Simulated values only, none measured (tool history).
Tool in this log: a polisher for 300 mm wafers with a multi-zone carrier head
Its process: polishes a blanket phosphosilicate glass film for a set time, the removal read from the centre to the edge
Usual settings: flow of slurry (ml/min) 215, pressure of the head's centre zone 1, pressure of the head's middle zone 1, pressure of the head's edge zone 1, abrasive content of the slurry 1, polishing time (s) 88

run    hour  flow of slurry (ml/min)  pressure of the head's centre zone  pressure of the head's middle zone  pressure of the head's edge zone  abrasive content of the slurry  polishing time (s)  incoming thickness of the incoming film, nm  film removed at the wafer's centre (Å)  film removed at mid-radius (Å)  film removed at the wafer's edge (Å)
  1       0                      215                                   1                                   1                                 1                            0.85                  88                                       2926.2                                    7392                            7197                                  7373
  2    72.3                      215                                   1                                   1                                 1                               1                  88                                       3024.6                                    7968                            7743                                  7888
      124.3  -- slurry nozzle cleaned
      128.1  -- edge zone pressure recalibrated
  3     166                      215                                   1                                   1                                 1                               1                  88                                       3015.7                                    7842                            7948                                  7891
  4     246                      215                                   1                                   1                              1.12                               1                 103                                       2968.8                                    9104                            9132                                  9743
  5   309.2                      215                                   1                                   1                              0.96                               1                  88                                       2965.1                                    7670                            7749                                  7833
  6   400.8                      215                                   1                                   1                                 1                               1                  88                                       3005.7                                    7417                            7928                                  7911
      461.7  -- centre zone pressure recalibrated
  7   507.4                      215                                0.93                                   1                               0.9                             1.1                  88                                       2969.3                                    7617                            8245                                  7867
  8   592.5                      140                                   1                                   1                                 1                               1                  58                                       2897.6                                    4789                            4825                                  5019
      682.6  -- carrier head's membrane replaced by a new one
      689.8  -- worn pad replaced by a new one
  9   690.3                      215                                   1                                   1                                 1                               1                  88                                       2957.5                                    7964                            8014                                  7935
 10     797                      215                                   1                                1.07                                 1                               1                  88                                       2964.1                                    7865                            8283                                  8056
      856.6  -- edge zone pressure recalibrated
 11   874.1                      245                                   1                                   1                              1.11                            0.85                  88                                       2925.7                                    7279                            7258                                  7671
 12   912.4                      260                                 1.1                                   1                              0.93                             1.2                  88                                       2970.8                                    9530                            8625                                  8515
     1013.1  -- slurry nozzle cleaned
 13  1108.5                      215                                0.93                                0.95                                 1                            0.85                 107                                       2997.6                                    7496                            8424                                  8982
 14  1191.6                      215                                   1                                   1                                 1                               1                  88                                       3000.9                                    7013                            7730                                  7995
     1204.7  -- centre zone pressure recalibrated
 15  1235.2                      215                                0.91                                   1                                 1                               1                  88                                       2964.5                                    7098                            7815                                  7958
 16  1293.4                      215                                   1                                   1                                 1                               1                  88                                         2970                                    7941                            7799                                  7905
 17  1368.2                      215                                0.94                                   1                                 1                             1.2                  88                                       2967.7                                    8126                            8721                                  8659
 18  1423.1                      215                                1.12                                   1                                 1                               1                  88                                       2978.5                                    8791                            7800                                  7863

What will run 19 give?
 19  1486.5                      215                                0.94                                   1                                 1                             1.2                  88                                       2979.3                                       ?                               ?                                     ?

Run 19 came out at film removed at the wafer's centre (Å) 7970, film removed at mid-radius (Å) 8576, film removed at the wafer's edge (Å) 8629.
On a tool with no hidden condition, and with the same random variation, this run would have come out at film removed at the wafer's centre (Å) 8148, film removed at mid-radius (Å) 8575, film removed at the wafer's edge (Å) 8629.

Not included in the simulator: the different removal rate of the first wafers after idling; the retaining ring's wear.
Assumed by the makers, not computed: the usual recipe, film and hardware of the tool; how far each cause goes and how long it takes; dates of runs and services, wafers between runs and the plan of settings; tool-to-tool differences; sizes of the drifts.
